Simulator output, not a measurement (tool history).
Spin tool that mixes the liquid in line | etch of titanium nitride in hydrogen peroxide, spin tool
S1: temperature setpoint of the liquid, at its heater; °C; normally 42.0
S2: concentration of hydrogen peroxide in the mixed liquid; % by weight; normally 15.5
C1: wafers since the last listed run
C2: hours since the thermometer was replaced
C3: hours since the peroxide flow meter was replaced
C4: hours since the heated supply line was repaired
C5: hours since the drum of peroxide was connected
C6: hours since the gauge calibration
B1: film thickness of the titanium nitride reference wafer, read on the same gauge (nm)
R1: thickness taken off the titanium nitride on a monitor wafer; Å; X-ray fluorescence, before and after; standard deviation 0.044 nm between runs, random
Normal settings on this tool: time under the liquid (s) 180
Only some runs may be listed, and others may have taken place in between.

run 1 day=0.000 | S1=42.0 S2=15.5 time_under_the_liquid_(s)=180 | C1=0 C2=994.9 C3=692.7 C4=46.1 C5=45.0 C6=47.6 | B1=110.022 | R1=41.24
run 2 day=1.579 | S1=42.0 S2=15.5 time_under_the_liquid_(s)=180 | C1=284 C2=1032.8 C3=730.6 C4=84.0 C5=82.9 C6=85.5 | B1=109.978 | R1=40.49
run 3 day=4.288 | S1=50.0 S2=15.5 time_under_the_liquid_(s)=180 | C1=487 C2=1097.8 C3=795.6 C4=149.0 C5=147.9 C6=150.5 | B1=110.004 | R1=72.51
run 4 day=6.158 | S1=42.0 S2=17.0 time_under_the_liquid_(s)=180 | C1=336 C2=1142.7 C3=840.5 C4=193.9 C5=192.8 C6=195.4 | B1=110.024 | R1=40.37
run 5 day=8.683 | S1=42.0 S2=17.0 time_under_the_liquid_(s)=180 | C1=454 C2=1203.3 C3=901.1 C4=254.5 C5=253.4 C6=256.0 | B1=110.023 | R1=39.65
run 6 day=9.700 | S1=42.0 S2=17.0 time_under_the_liquid_(s)=180 | C1=182 C2=1227.7 C3=925.5 C4=278.9 C5=277.8 C6=280.4 | B1=109.988 | R1=38.67
run 7 day=11.158 | S1=42.0 S2=15.5 time_under_the_liquid_(s)=210 | C1=262 C2=1262.7 C3=960.5 C4=313.9 C5=312.8 C6=315.4 | B1=110.048 | R1=45.59
run 8 day=14.150 | S1=42.0 S2=15.5 time_under_the_liquid_(s)=210 | C1=538 C2=1334.5 C3=1032.3 C4=385.7 C5=384.6 C6=387.2 | B1=109.978 | R1=43.81
run 9 day=16.550 | S1=51.0 S2=12.5 time_under_the_liquid_(s)=75 | C1=431 C2=1392.1 C3=1089.9 C4=443.3 C5=442.2 C6=444.8 | B1=109.987 | R1=29.22
run 10 day=19.046 | S1=45.0 S2=15.5 time_under_the_liquid_(s)=280 | C1=449 C2=1452.0 C3=1149.8 C4=503.2 C5=502.1 C6=504.7 | B1=109.972 | R1=72.26
run 11 day=26.288 | S1=50.0 S2=15.5 time_under_the_liquid_(s)=180 | C1=1302 C2=1625.8 C3=1323.6 C4=677.0 C5=675.9 C6=678.5 | B1=110.012 | R1=64.27
run 12 day=28.583 | S1=42.0 S2=12.0 time_under_the_liquid_(s)=225 | C1=413 C2=1680.9 C3=1378.7 C4=732.1 C5=731.0 C6=733.6 | B1=109.982 | R1=41.00
-- day=29.092 new drum of peroxide connected
-- day=29.275 thermometer replaced
-- day=29.429 heated supply line repaired
run 13 day=30.362 | S1=34.0 S2=13.0 time_under_the_liquid_(s)=215 | C1=297 C2=26.1 C3=1421.4 C4=22.4 C5=30.5 C6=776.3 | B1=110.004 | R1=27.19
-- day=30.638 peroxide flow meter replaced
-- day=30.646 gauge calibrated
run 14 day=32.683 | S1=42.0 S2=15.5 time_under_the_liquid_(s)=180 | C1=410 C2=81.8 C3=49.1 C4=78.1 C5=86.2 C6=48.9 | B1=109.992 | R1=43.13
run 15 day=35.542 | S1=50.5 S2=15.5 time_under_the_liquid_(s)=180 | C1=514 C2=150.4 C3=117.7 C4=146.7 C5=154.8 C6=117.5 | B1=110.004 | R1=79.60
run 16 day=38.208 | S1=42.0 S2=15.5 time_under_the_liquid_(s)=180 | C1=479 C2=214.4 C3=181.7 C4=210.7 C5=218.8 C6=181.5 | B1=110.002 | R1=41.58
run 17 day=41.138 | S1=42.0 S2=17.0 time_under_the_liquid_(s)=290 | C1=527 C2=284.7 C3=252.0 C4=281.0 C5=289.1 C6=251.8 | B1=109.979 | R1=68.23

Forecast each of these 3 alternatives for the next run:
run A day=41.158 | S1=42.0 S2=15.5 time_under_the_liquid_(s)=180 | C1=3 C2=285.2 C3=252.5 C4=281.5 C5=289.6 C6=252.3 | B1=? | R1=?
run B day=41.158 | S1=33.0 S2=12.0 time_under_the_liquid_(s)=90 | C1=3 C2=285.2 C3=252.5 C4=281.5 C5=289.6 C6=252.3 | B1=? | R1=?
run C day=41.158 | S1=42.0 S2=18.0 time_under_the_liquid_(s)=80 | C1=3 C2=285.2 C3=252.5 C4=281.5 C5=289.6 C6=252.3 | B1=? | R1=?

run=A B1=110.001 R1=41.23
run=B B1=110.001 R1=9.62
run=C B1=110.001 R1=18.91
What these runs would have given with no unlogged condition in the tool:
run=A R1=45.11
run=B R1=10.58
run=C R1=20.69

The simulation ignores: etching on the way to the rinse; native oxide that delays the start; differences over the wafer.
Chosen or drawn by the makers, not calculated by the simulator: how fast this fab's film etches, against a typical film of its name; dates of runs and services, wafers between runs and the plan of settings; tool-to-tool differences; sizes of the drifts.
